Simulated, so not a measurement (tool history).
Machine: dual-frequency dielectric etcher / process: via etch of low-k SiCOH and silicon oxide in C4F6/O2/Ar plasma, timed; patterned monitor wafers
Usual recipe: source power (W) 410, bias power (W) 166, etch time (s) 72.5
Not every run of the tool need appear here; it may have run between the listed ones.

run   hour  source power (W)  bias power (W)  etch time (s)  read-back reference wafer on the same gauge, depth_nm  mean etch depth across the wafer (Å)
  1    0.0               410             166           72.5                                                  206.3                                  1888
  2   25.5               410             166           72.5                                                  206.1                                  1888
  3   66.2               410             166           72.5                                                  205.9                                  1892
  4  130.6               410             166           72.5                                                  206.1                                  1892
  5  165.0               410             166           72.5                                                  206.0                                  1875
  6  204.9               410             166           72.5                                                  206.3                                  1889
  7  261.6               410             166           72.5                                                  205.8                                  1880
     300.7  -- upper electrode replaced
  8  314.3               410             166           72.5                                                  206.1                                  1881
  9  338.4               410             166           72.5                                                  206.4                                  1884
     359.0  -- bias power generator calibrated
     368.5  -- wet clean of the chamber
 10  376.9               410             166           72.5                                                  205.9                                  1929
 11  538.0               410             166           72.5                                                  206.0                                  1924
 12  609.7               410             166           72.5                                                  206.1                                  1906
     634.0  -- source power generator calibrated
     727.1  -- gauge calibrated
 13  735.9               410             166           72.5                                                  206.0                                  1911
 14  768.1               370             166           78.0                                                  206.1                                  1999
     828.3  -- wet clean of the chamber
 15  838.3               460             195           81.0                                                  205.6                                  2334
 16  873.1               410             154           51.0                                                  205.9                                  1298

Expected results for the next run?
 17  910.7               360             198           66.0                                                      ?                                     ?

Logged for run 17: read-back reference wafer on the same gauge, depth_nm 205.9, mean etch depth across the wafer (Å) 1789.
Had the tool carried no hidden state, the very same run would have given mean etch depth across the wafer (Å) 1808.

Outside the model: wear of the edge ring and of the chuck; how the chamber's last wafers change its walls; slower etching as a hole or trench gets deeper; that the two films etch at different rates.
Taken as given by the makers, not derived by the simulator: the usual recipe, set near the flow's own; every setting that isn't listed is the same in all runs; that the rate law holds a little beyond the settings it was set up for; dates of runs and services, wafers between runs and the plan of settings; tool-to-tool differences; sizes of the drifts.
